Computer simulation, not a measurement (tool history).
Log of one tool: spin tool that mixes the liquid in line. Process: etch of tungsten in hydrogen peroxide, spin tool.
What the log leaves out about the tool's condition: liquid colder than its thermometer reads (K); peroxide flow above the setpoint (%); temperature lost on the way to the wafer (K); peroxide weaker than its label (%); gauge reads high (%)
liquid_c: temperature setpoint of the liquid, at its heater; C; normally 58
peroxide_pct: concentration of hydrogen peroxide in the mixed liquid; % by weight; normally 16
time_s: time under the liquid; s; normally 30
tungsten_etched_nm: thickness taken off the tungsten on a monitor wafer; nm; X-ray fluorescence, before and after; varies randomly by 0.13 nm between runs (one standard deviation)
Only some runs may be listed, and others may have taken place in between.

run,hour,liquid_c,peroxide_pct,time_s,wafers since the last listed run,hours since the thermometer was replaced,hours since the peroxide flow meter was replaced,hours since the heated supply line was repaired,hours since the drum of peroxide was connected,hours since the gauge calibration,"read-back film thickness of the tungsten reference wafer, read on the same gauge (nm)",tungsten_etched_nm
1,0,58,16,30,0,1325.2,136.3,1107.7,346.4,644.8,30.01,37.57
2,54,58,16,30,917,1379.2,190.3,1161.7,400.4,698.8,30.02,37.59
# hour 106.7: new drum of peroxide connected
3,158.2,58,18.5,25,1752,1483.4,294.5,1265.9,51.5,803,29.99,33.42
4,214.9,58,18.5,25,963,1540.1,351.2,1322.6,108.2,859.7,29.99,33.48
5,316.8,58,18.5,25,1730,1642,453.1,1424.5,210.1,961.6,30,33.44
6,402.8,58,16,30,1460,1728,539.1,1510.5,296.1,1047.6,29.99,37.11
7,467.3,58,16,30,1095,1792.5,603.6,1575,360.6,1112.1,30,37.05
# hour 534: new drum of peroxide connected
8,544.7,58,16,20,1297,1869.9,681,1652.4,10.7,1189.5,30.01,24.69
9,629.8,58,16,20,1445,1955,766.1,1737.5,95.8,1274.6,30.02,24.61
10,714.9,58,16,20,1445,2040.1,851.2,1822.6,180.9,1359.7,30.05,24.79
11,768.8,58,19,45,915,2094,905.1,1876.5,234.8,1413.6,30.01,60.48
12,813.1,58,19,45,752,2138.3,949.4,1920.8,279.1,1457.9,29.99,60.21
# hour 834: heated supply line repaired
13,857.6,58,19,45,738,2182.8,993.9,23.6,323.6,1502.4,30.04,62.67
# hour 868.2: gauge calibrated
# hour 920.7: new drum of peroxide connected
14,927.9,49.5,20.5,20,1177,2253.1,1064.2,93.9,7.2,59.7,30.05,17.53
15,1033.9,58,16,30,1800,2359.1,1170.2,199.9,113.2,165.7,30.01,38.31
# hour 1105.1: peroxide flow meter replaced
16,1137.5,64.5,16,15,1742,2462.7,32.4,303.5,216.8,269.3,30.02,27.67
17,1174.1,58,16,30,621,2499.3,69,340.1,253.4,305.9,30.04,38.2
18,1213.6,49,19.5,30,670,2538.8,108.5,379.6,292.9,345.4,30.01,24.54
19,1264.5,54.5,12,30,864,2589.7,159.4,430.5,343.8,396.3,29.98,26.88
# hour 1280.8: thermometer replaced
# hour 1321.3: new drum of peroxide connected
20,1331.4,58,16,30,1102,50.6,226.3,497.4,10.1,463.2,30.01,38.15
21,1640.8,58,20,45,5255,360,535.7,806.8,319.5,772.6,29.97,63.26
22,1706.1,58,16,30,1109,425.3,601,872.1,384.8,837.9,29.98,37.94
# hour 1771.8: new drum of peroxide connected
23,1799.8,60.5,14.5,50,1574,519,694.7,965.8,28,931.6,30,69
24,1874.2,49,18,15,1263,593.4,769.1,1040.2,102.4,1006,30.01,11.66
25,1963.7,58,16,40,1520,682.9,858.6,1129.7,191.9,1095.5,30.01,50.3
26,2061,58,16,15,1652,780.2,955.9,1227,289.2,1192.8,29.97,18.7

Results per run with the tool's hidden condition removed, run-to-run variation unchanged:
run,tungsten_etched_nm
1,38.59
2,38.66
3,34.43
4,34.53
5,34.57
6,38.43
7,38.44
8,25.66
9,25.62
10,25.86
11,63.15
12,62.9
13,62.86
14,17.61
15,38.56
16,27.91
17,38.58
18,24.81
19,27.2
20,38.64
21,64.53
22,38.74
23,70.57
24,11.97
25,51.63
26,19.24
